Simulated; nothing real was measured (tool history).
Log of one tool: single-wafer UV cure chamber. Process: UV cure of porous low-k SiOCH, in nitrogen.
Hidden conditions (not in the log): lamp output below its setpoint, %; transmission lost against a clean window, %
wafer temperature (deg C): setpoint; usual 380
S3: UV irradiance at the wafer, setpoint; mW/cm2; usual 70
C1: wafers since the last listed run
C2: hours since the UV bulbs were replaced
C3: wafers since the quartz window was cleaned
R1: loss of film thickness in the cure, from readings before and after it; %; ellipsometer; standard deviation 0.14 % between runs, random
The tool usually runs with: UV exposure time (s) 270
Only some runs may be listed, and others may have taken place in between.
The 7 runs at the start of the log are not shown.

run 8 hour=527.1 | wafer_temperature_(deg_C)=380 UV_exposure_time_(s)=270 S3=70 | C1=218 C2=487.1 C3=858 | R1=12.004
run 9 hour=578.8 | wafer_temperature_(deg_C)=380 UV_exposure_time_(s)=270 S3=70 | C1=224 C2=538.8 C3=1083 | R1=12.09
run 10 hour=669.5 | wafer_temperature_(deg_C)=380 UV_exposure_time_(s)=270 S3=70 | C1=394 C2=629.5 C3=1477 | R1=11.906
run 11 hour=720.3 | wafer_temperature_(deg_C)=380 UV_exposure_time_(s)=160 S3=70 | C1=220 C2=680.3 C3=1698 | R1=9.289
run 12 hour=779.3 | wafer_temperature_(deg_C)=380 UV_exposure_time_(s)=270 S3=70 | C1=256 C2=739.3 C3=1955 | R1=11.746
-- hour=814.3 quartz window cleaned
-- hour=843.5 UV bulbs replaced
run 13 hour=860.1 | wafer_temperature_(deg_C)=380 UV_exposure_time_(s)=270 S3=70 | C1=281 C2=16.6 C3=164 | R1=12.537
run 14 hour=927.8 | wafer_temperature_(deg_C)=380 UV_exposure_time_(s)=375 S3=70 | C1=294 C2=84.3 C3=458 | R1=13.613
run 15 hour=1009.5 | wafer_temperature_(deg_C)=380 UV_exposure_time_(s)=375 S3=70 | C1=355 C2=166 C3=814 | R1=13.857
run 16 hour=1059.5 | wafer_temperature_(deg_C)=388 UV_exposure_time_(s)=130 S3=70 | C1=217 C2=216 C3=1031 | R1=8.579
run 17 hour=1098.8 | wafer_temperature_(deg_C)=368 UV_exposure_time_(s)=270 S3=46 | C1=170 C2=255.3 C3=1202 | R1=9.867
run 18 hour=1179.7 | wafer_temperature_(deg_C)=380 UV_exposure_time_(s)=270 S3=53 | C1=351 C2=336.2 C3=1554 | R1=10.363
run 19 hour=1250.3 | wafer_temperature_(deg_C)=398 UV_exposure_time_(s)=270 S3=70 | C1=307 C2=406.8 C3=1861 | R1=12.137
-- hour=1266.7 quartz window cleaned
run 20 hour=1357.4 | wafer_temperature_(deg_C)=388 UV_exposure_time_(s)=130 S3=70 | C1=431 C2=513.9 C3=394 | R1=9.098
run 21 hour=1399.7 | wafer_temperature_(deg_C)=367 UV_exposure_time_(s)=200 S3=70 | C1=183 C2=556.2 C3=578 | R1=10.28
run 22 hour=1480.2 | wafer_temperature_(deg_C)=380 UV_exposure_time_(s)=270 S3=49 | C1=350 C2=636.7 C3=928 | R1=10.258
run 23 hour=1684.4 | wafer_temperature_(deg_C)=380 UV_exposure_time_(s)=270 S3=70 | C1=888 C2=840.9 C3=1816 | R1=11.773
run 24 hour=1758.3 | wafer_temperature_(deg_C)=365 UV_exposure_time_(s)=310 S3=48 | C1=321 C2=914.8 C3=2138 | R1=10.43
-- hour=1791.3 quartz window cleaned
run 25 hour=1828.1 | wafer_temperature_(deg_C)=386 UV_exposure_time_(s)=175 S3=70 | C1=268 C2=984.6 C3=159 | R1=10.69
-- hour=1913.3 UV bulbs replaced
run 26 hour=2036.5 | wafer_temperature_(deg_C)=400 UV_exposure_time_(s)=390 S3=53 | C1=871 C2=123.2 C3=1031 | R1=13.051
-- hour=2318.9 quartz window cleaned
run 27 hour=2319.4 | wafer_temperature_(deg_C)=386 UV_exposure_time_(s)=175 S3=70 | C1=1195 C2=406.1 C3=2 | R1=10.955
run 28 hour=2355.2 | wafer_temperature_(deg_C)=364 UV_exposure_time_(s)=405 S3=98 | C1=155 C2=441.9 C3=157 | R1=16.048
run 29 hour=2433.9 | wafer_temperature_(deg_C)=380 UV_exposure_time_(s)=270 S3=70 | C1=342 C2=520.6 C3=500 | R1=12.423
run 30 hour=2493.4 | wafer_temperature_(deg_C)=388 UV_exposure_time_(s)=270 S3=105 | C1=258 C2=580.1 C3=759 | R1=14.458
run 31 hour=2540.3 | wafer_temperature_(deg_C)=397 UV_exposure_time_(s)=270 S3=43 | C1=203 C2=627 C3=963 | R1=9.96

4 ways to go on from here, each from the tool as it stands after run 31. What would each give?
run A hour=2540.8 | wafer_temperature_(deg_C)=380 UV_exposure_time_(s)=270 S3=70 | C1=2 C2=627.5 C3=965 | R1=?
run B hour=2540.8 | wafer_temperature_(deg_C)=366 UV_exposure_time_(s)=385 S3=88 | C1=2 C2=627.5 C3=965 | R1=?
run C hour=2540.8 | wafer_temperature_(deg_C)=380 UV_exposure_time_(s)=270 S3=48 | C1=2 C2=627.5 C3=965 | R1=?
run D hour=2540.8 | wafer_temperature_(deg_C)=370 UV_exposure_time_(s)=175 S3=53 | C1=2 C2=627.5 C3=965 | R1=?

run=A R1=12.015
run=B R1=14.612
run=C R1=10.226
run=D R1=8.492
Without the tool's unlogged condition, the same runs would have read:
run=A R1=12.87
run=B R1=15.511
run=C R1=11.054
run=D R1=9.298
